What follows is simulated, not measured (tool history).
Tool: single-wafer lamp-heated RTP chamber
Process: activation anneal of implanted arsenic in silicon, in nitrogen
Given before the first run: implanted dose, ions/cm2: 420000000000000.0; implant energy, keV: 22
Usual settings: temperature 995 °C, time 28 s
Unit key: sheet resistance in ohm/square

run   hour  temperature  time  read-back reference wafer on the same gauge, sheet resistance  sheet resistance
  1    0.0         1005    28                                                         280.02            237.62
  2   24.5          995    21                                                         279.98            239.87
  3   52.0          995    21                                                         279.96            238.88
  4   66.5          995    28                                                         279.91            237.56
  5  102.3          995    28                                                         279.92            237.29
  6  130.9          995    28                                                         280.07            237.51
  7  149.7          995    28                                                         279.86            237.51
  8  227.3          995    28                                                         280.08            236.74
  9  253.3          978    18                                                         280.09            241.31
 10  268.7          965    39                                                         279.95            239.58
 11  298.8          979    28                                                         279.99            239.45
 12  320.2          995    19                                                         280.20            240.22
 13  353.5          995    28                                                         279.92            238.55
 14  369.3          995    28                                                         279.96            238.34
 15  390.5          995    28                                                         280.00            238.78
 16  423.9          977    16                                                         279.99            242.42

Removed from this log: 3 entries logged between the listed runs. Between which two listed runs does each belong, and how does the tool's hidden state at the listed run before it compare with that at the listed run after it?
Runs 7 to 8: gauge calibrated (hour 177.8)
  true wafer temperature minus pyrometer reading, K: 11.2 -> 12.7
  what was measured, less what the result would be without the hidden state, sheet resistance: -1.27 -> -1.44 ohm/square
Runs 10 to 11: reflector plate cleaned (hour 282.0)
  true wafer temperature minus pyrometer reading, K: 13.2 -> 13.5
  what was measured, less what the result would be without the hidden state, sheet resistance: -1.15 -> -1.32 ohm/square
Runs 11 to 12: pyrometer window cleaned and pyrometer calibrated (hour 313.6)
  true wafer temperature minus pyrometer reading, K: 13.5 -> 0.983
  what was measured, less what the result would be without the hidden state, sheet resistance: -1.32 -> -0.09 ohm/square
